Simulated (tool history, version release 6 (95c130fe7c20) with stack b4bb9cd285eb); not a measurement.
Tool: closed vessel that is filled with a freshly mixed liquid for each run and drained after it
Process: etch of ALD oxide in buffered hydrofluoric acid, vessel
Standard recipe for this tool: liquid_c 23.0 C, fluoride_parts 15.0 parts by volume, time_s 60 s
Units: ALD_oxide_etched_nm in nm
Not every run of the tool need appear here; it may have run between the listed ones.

| run | hour | liquid_c | fluoride_parts | time_s | wafers since the last listed run | hours since the thermometer was replaced | hours since the hydrofluoric acid flow meter was replaced | hours since the gauge calibration | read-back film thickness of the ALD oxide reference wafer, read on the same gauge (nm) | ALD_oxide_etched_nm |
|---|---|---|---|---|---|---|---|---|---|---|
| 1 | 0.0 | 23.0 | 15.0 | 60 | 0 | 481.1 | 422.8 | 2009.5 | 150.01 | 70.38 |
| 2 | 69.3 | 23.0 | 15.0 | 60 | 10215 | 550.4 | 492.1 | 2078.8 | 150.01 | 68.96 |
| 3 | 137.3 | 23.0 | 15.0 | 60 | 10023 | 618.4 | 560.1 | 2146.8 | 150.02 | 69.82 |
| 4 | 210.2 | 21.0 | 15.0 | 60 | 10745 | 691.3 | 633.0 | 2219.7 | 149.98 | 63.09 |
| 5 | 300.8 | 21.0 | 15.0 | 60 | 13354 | 781.9 | 723.6 | 2310.3 | 150.03 | 63.40 |
| 6 | 359.9 | 21.0 | 15.0 | 60 | 8711 | 841.0 | 782.7 | 2369.4 | 150.00 | 63.87 |
| 7 | 429.7 | 23.0 | 15.0 | 60 | 10288 | 910.8 | 852.5 | 2439.2 | 149.97 | 70.93 |
| 8 | 525.0 | 23.0 | 15.0 | 60 | 14047 | 1006.1 | 947.8 | 2534.5 | 150.02 | 71.26 |
| 9 | 609.3 | 23.0 | 15.0 | 60 | 12426 | 1090.4 | 1032.1 | 2618.8 | 149.95 | 71.07 |
| 10 | 652.1 | 23.0 | 15.0 | 60 | 6308 | 1133.2 | 1074.9 | 2661.6 | 150.02 | 71.90 |
| 11 | 714.7 | 23.0 | 15.0 | 60 | 9227 | 1195.8 | 1137.5 | 2724.2 | 150.01 | 71.74 |
| 12 | 753.9 | 23.0 | 15.0 | 60 | 5778 | 1235.0 | 1176.7 | 2763.4 | 149.99 | 72.51 |
| 13 | 799.0 | 23.0 | 15.0 | 60 | 6647 | 1280.1 | 1221.8 | 2808.5 | 149.98 | 71.59 |
| 14 | 905.2 | 23.0 | 15.0 | 60 | 15654 | 1386.3 | 1328.0 | 2914.7 | 149.98 | 72.36 |
| 15 | 972.0 | 20.0 | 11.0 | 85 | 9846 | 1453.1 | 1394.8 | 2981.5 | 149.97 | 117.37 |
| 16 | 1030.7 | 25.5 | 12.0 | 60 | 8652 | 1511.8 | 1453.5 | 3040.2 | 150.04 | 105.11 |
| 17 | 1067.5 | 23.0 | 15.0 | 60 | 5424 | 1548.6 | 1490.3 | 3077.0 | 150.00 | 72.97 |
| 18 | 1310.5 | 20.0 | 20.5 | 60 | 35818 | 1791.6 | 1733.3 | 3320.0 | 149.97 | 46.55 |
| 19 | 1399.1 | 23.0 | 17.5 | 60 | 13059 | 1880.2 | 1821.9 | 3408.6 | 149.98 | 62.96 |
|  | 1401.5 | thermometer replaced |
| 20 | 1658.3 | 27.5 | 15.0 | 45 | 38059 | 256.8 | 2081.1 | 3667.8 | 149.99 | 67.76 |
|  | 1688.7 | hydrofluoric acid flow meter replaced |
| 21 | 1752.0 | 25.0 | 15.0 | 30 | 13664 | 350.5 | 63.3 | 3761.5 | 150.01 | 39.72 |
| 22 | 2016.6 | 23.0 | 19.5 | 75 | 39002 | 615.1 | 327.9 | 4026.1 | 149.97 | 70.07 |
| 23 | 2069.8 | 20.0 | 20.5 | 60 | 7841 | 668.3 | 381.1 | 4079.3 | 149.98 | 45.06 |
| 24 | 2119.1 | 23.0 | 15.0 | 60 | 7266 | 717.6 | 430.4 | 4128.6 | 149.98 | 70.93 |
| 25 | 2212.9 | 20.0 | 15.0 | 60 | 13826 | 811.4 | 524.2 | 4222.4 | 150.02 | 61.61 |
|  | 2257.6 | gauge calibrated |
| 26 | 2306.4 | 23.0 | 12.5 | 60 | 13782 | 904.9 | 617.7 | 48.8 | 150.03 | 86.11 |
| 27 | 2367.6 | 27.0 | 18.0 | 85 | 9021 | 966.1 | 678.9 | 110.0 | 150.01 | 106.74 |
| 28 | 2431.0 | 21.0 | 18.0 | 60 | 9345 | 1029.5 | 742.3 | 173.4 | 150.00 | 54.83 |
| 29 | 2534.4 | 23.0 | 15.0 | 60 | 15241 | 1132.9 | 845.7 | 276.8 | 150.02 | 73.24 |
| 30 | 2637.7 | 26.5 | 15.0 | 60 | 15226 | 1236.2 | 949.0 | 380.1 | 149.98 | 89.35 |
| 31 | 2743.3 | 23.0 | 15.0 | 60 | 15565 | 1341.8 | 1054.6 | 485.7 | 150.01 | 74.54 |
| 32 | 2920.3 | 23.0 | 15.0 | 60 | 26090 | 1518.8 | 1231.6 | 662.7 | 150.01 | 75.01 |
| 33 | 2972.7 | 23.0 | 15.0 | 75 | 7723 | 1571.2 | 1284.0 | 715.1 | 149.97 | 95.11 |

5 options for the next run, each taken on its own from the tool as it stands now. Forecast them:
| A | 2973.4 | 23.0 | 19.5 | 60 | 103 | 1571.9 | 1284.7 | 715.8 | ? | ? |
| B | 2973.4 | 25.0 | 18.5 | 35 | 103 | 1571.9 | 1284.7 | 715.8 | ? | ? |
| C | 2973.4 | 20.5 | 19.5 | 70 | 103 | 1571.9 | 1284.7 | 715.8 | ? | ? |
| D | 2973.4 | 19.0 | 15.0 | 95 | 103 | 1571.9 | 1284.7 | 715.8 | ? | ? |
| E | 2973.4 | 24.5 | 18.5 | 75 | 103 | 1571.9 | 1284.7 | 715.8 | ? | ? |

| run | read-back film thickness of the ALD oxide reference wafer, read on the same gauge (nm) | ALD_oxide_etched_nm |
|---|---|---|
| A | 150.05 | 58.16 |
| B | 150.05 | 39.82 |
| C | 150.05 | 59.15 |
| D | 150.05 | 95.65 |
| E | 150.05 | 83.06 |
Without the tool's unlogged condition, the same runs would have read:
| run | ALD_oxide_etched_nm |
|---|---|
| A | 52.87 |
| B | 36.24 |
| C | 53.69 |
| D | 86.75 |
| E | 75.58 |
